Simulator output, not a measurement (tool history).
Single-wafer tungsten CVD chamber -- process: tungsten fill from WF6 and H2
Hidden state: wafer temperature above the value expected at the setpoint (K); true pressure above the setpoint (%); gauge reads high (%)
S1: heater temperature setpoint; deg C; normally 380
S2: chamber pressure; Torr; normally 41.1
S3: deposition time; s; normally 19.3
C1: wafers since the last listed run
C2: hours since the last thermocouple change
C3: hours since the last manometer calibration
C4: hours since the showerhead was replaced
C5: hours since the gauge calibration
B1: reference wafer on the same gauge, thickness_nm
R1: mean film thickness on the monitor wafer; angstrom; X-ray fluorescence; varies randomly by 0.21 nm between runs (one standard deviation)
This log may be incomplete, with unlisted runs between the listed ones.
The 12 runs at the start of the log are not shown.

| run | day | S1 | S2 | S3 | C1 | C2 | C3 | C4 | C5 | B1 | R1 |
|---|---|---|---|---|---|---|---|---|---|---|---|
| 13 | 7.329 | 380 | 41.1 | 19.3 | 446 | 2309.2 | 58.2 | 13.5 | 14.2 | 41.683 | 517.46 |
| 14 | 7.85 | 386 | 41.1 | 19.3 | 439 | 2321.7 | 70.7 | 26 | 26.7 | 41.701 | 590.12 |
| 15 | 9.404 | 380 | 41.1 | 19.3 | 1310 | 2359 | 108 | 63.3 | 64 | 41.704 | 517.44 |
|  | 9.8 | thermocouple changed; heater temperature recalibrated |
| 16 | 9.821 | 370 | 32.5 | 18 | 70 | 0.5 | 118 | 73.3 | 74 | 41.767 | 302.55 |
| 17 | 10.304 | 380 | 41.1 | 19.3 | 407 | 12.1 | 129.6 | 84.9 | 85.6 | 41.619 | 471.45 |
| 18 | 11.042 | 371 | 41.1 | 19.3 | 621 | 29.8 | 147.3 | 102.6 | 103.3 | 41.697 | 380.92 |
| 19 | 11.546 | 385 | 41.1 | 19.3 | 425 | 41.9 | 159.4 | 114.7 | 115.4 | 41.698 | 530.89 |
| 20 | 11.812 | 380 | 41.1 | 19.3 | 224 | 48.3 | 165.8 | 121.1 | 121.8 | 41.715 | 475.63 |
| 21 | 12.9 | 387 | 41.1 | 22.2 | 917 | 74.4 | 191.9 | 147.2 | 147.9 | 41.698 | 641.31 |
| 22 | 13.267 | 389 | 37 | 20.5 | 309 | 83.2 | 200.7 | 156 | 156.7 | 41.67 | 581.7 |
| 23 | 13.896 | 388 | 31.2 | 22.7 | 530 | 98.3 | 215.8 | 171.1 | 171.8 | 41.754 | 564.7 |
| 24 | 14.571 | 373 | 41.1 | 22.3 | 569 | 114.5 | 232 | 187.3 | 188 | 41.787 | 465.58 |
| 25 | 15.275 | 391 | 33.6 | 20.8 | 593 | 131.4 | 248.9 | 204.2 | 204.9 | 41.645 | 583.26 |
| 26 | 15.733 | 385 | 45.7 | 18.3 | 386 | 142.4 | 259.9 | 215.2 | 215.9 | 41.623 | 533.68 |
| 27 | 16.45 | 380 | 36.5 | 15.5 | 604 | 159.6 | 277.1 | 232.4 | 233.1 | 41.686 | 358.68 |
| 28 | 16.967 | 380 | 41.1 | 19.3 | 435 | 172 | 289.5 | 244.8 | 245.5 | 41.786 | 476.27 |
| 29 | 17.258 | 387 | 44.1 | 19.3 | 245 | 179 | 296.5 | 251.8 | 252.5 | 41.682 | 585.58 |
| 30 | 17.571 | 373 | 41.1 | 15.9 | 263 | 186.5 | 304 | 259.3 | 260 | 41.729 | 332.47 |
| 31 | 18.192 | 380 | 41.1 | 19.3 | 523 | 201.4 | 318.9 | 274.2 | 274.9 | 41.636 | 478.44 |
| 32 | 18.929 | 389 | 32.9 | 19.3 | 621 | 219.1 | 336.6 | 291.9 | 292.6 | 41.678 | 512.3 |
| 33 | 19.608 | 366 | 35.1 | 23.1 | 572 | 235.4 | 352.9 | 308.2 | 308.9 | 41.666 | 376.91 |
| 34 | 20.021 | 380 | 41.1 | 19.3 | 347 | 245.3 | 362.8 | 318.1 | 318.8 | 41.733 | 478.93 |
| 35 | 20.517 | 380 | 33.3 | 18.3 | 418 | 257.2 | 374.7 | 330 | 330.7 | 41.659 | 400.72 |

Branching from run 35: 3 alternative next runs. What would each branch give?
| A | 20.533 | 389 | 41.1 | 19.3 | 14 | 257.6 | 375.1 | 330.4 | 331.1 | ? | ? |
| B | 20.533 | 380 | 35.9 | 19.3 | 14 | 257.6 | 375.1 | 330.4 | 331.1 | ? | ? |
| C | 20.533 | 395 | 41.1 | 19.3 | 14 | 257.6 | 375.1 | 330.4 | 331.1 | ? | ? |

| run | B1 | R1 |
|---|---|---|
| A | 41.695 | 586.88 |
| B | 41.695 | 443.55 |
| C | 41.695 | 667.47 |
Stripped of hidden state, with their random variation kept, the same runs would have yielded:
| run | R1 |
|---|---|
| A | 572 |
| B | 431.69 |
| C | 650.89 |
